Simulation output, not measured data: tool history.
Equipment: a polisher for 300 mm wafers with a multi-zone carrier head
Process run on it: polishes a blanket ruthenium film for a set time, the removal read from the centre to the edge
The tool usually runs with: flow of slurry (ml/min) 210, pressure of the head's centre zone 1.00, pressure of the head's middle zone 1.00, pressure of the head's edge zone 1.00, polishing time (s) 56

run   hour  flow of slurry (ml/min)  pressure of the head's centre zone  pressure of the head's middle zone  pressure of the head's edge zone  polishing time (s)  incoming thickness of the incoming film, nm  film removed at the wafer's centre (angstrom)  film removed at mid-radius (angstrom)  film removed at the wafer's edge (angstrom)
  1    0.0                      210                                1.08                                1.03                              1.00                  56                                        306.9                                            457                                    418                                          418
       4.9  -- worn pad replaced by a new one
  2   24.4                      210                                1.08                                1.03                              1.00                  56                                        310.2                                            466                                    415                                          415
  3   84.5                      210                                1.08                                1.03                              1.00                  56                                        303.7                                            472                                    410                                          409
      86.0  -- slurry nozzle cleaned
  4  150.3                      210                                1.00                                1.00                              0.96                  68                                        316.6                                            535                                    488                                          496
  5  187.1                      210                                1.00                                1.00                              0.96                  68                                        311.1                                            523                                    488                                          494
     204.8  -- worn pad replaced by a new one
  6  227.0                      210                                1.00                                1.00                              1.00                  56                                        312.1                                            438                                    399                                          409
  7  276.3                      210                                1.00                                1.00                              1.00                  56                                        310.0                                            442                                    396                                          408
  8  348.2                      210                                1.00                                1.00                              1.00                  56                                        307.2                                            440                                    396                                          412
     367.8  -- worn pad replaced by a new one
  9  386.8                      210                                1.00                                1.00                              1.00                  56                                        312.1                                            432                                    396                                          411
 10  432.9                      210                                1.00                                1.00                              1.00                  56                                        310.4                                            435                                    398                                          411
     465.7  -- edge zone pressure recalibrated
     465.8  -- centre zone pressure recalibrated
 11  466.3                      210                                1.00                                1.00                              0.96                  56                                        308.5                                            423                                    406                                          405
     485.1  -- carrier head's membrane replaced by a new one
 12  498.2                      260                                1.00                                1.00                              1.00                  63                                        311.0                                            492                                    459                                          473
 13  530.1                      250                                1.00                                1.08                              0.94                  56                                        311.3                                            440                                    443                                          412
     536.0  -- worn pad replaced by a new one
     545.1  -- slurry nozzle cleaned
 14  577.2                      210                                1.00                                1.00                              1.00                  56                                        309.1                                            432                                    403                                          416
 15  628.7                      265                                1.00                                1.00                              1.00                  56                                        312.4                                            448                                    406                                          419

Forecast run 16:
 16  679.7                      210                                1.00                                1.00                              1.00                  56                                        304.6                                              ?                                      ?                                            ?

{"run 16": {"film removed at the wafer's centre (angstrom)": 427, "film removed at mid-radius (angstrom)": 391, "film removed at the wafer's edge (angstrom)": 414}}
Without the tool's hidden state the same run would have given film removed at the wafer's centre (angstrom) 420, film removed at mid-radius (angstrom) 391, film removed at the wafer's edge (angstrom) 414.

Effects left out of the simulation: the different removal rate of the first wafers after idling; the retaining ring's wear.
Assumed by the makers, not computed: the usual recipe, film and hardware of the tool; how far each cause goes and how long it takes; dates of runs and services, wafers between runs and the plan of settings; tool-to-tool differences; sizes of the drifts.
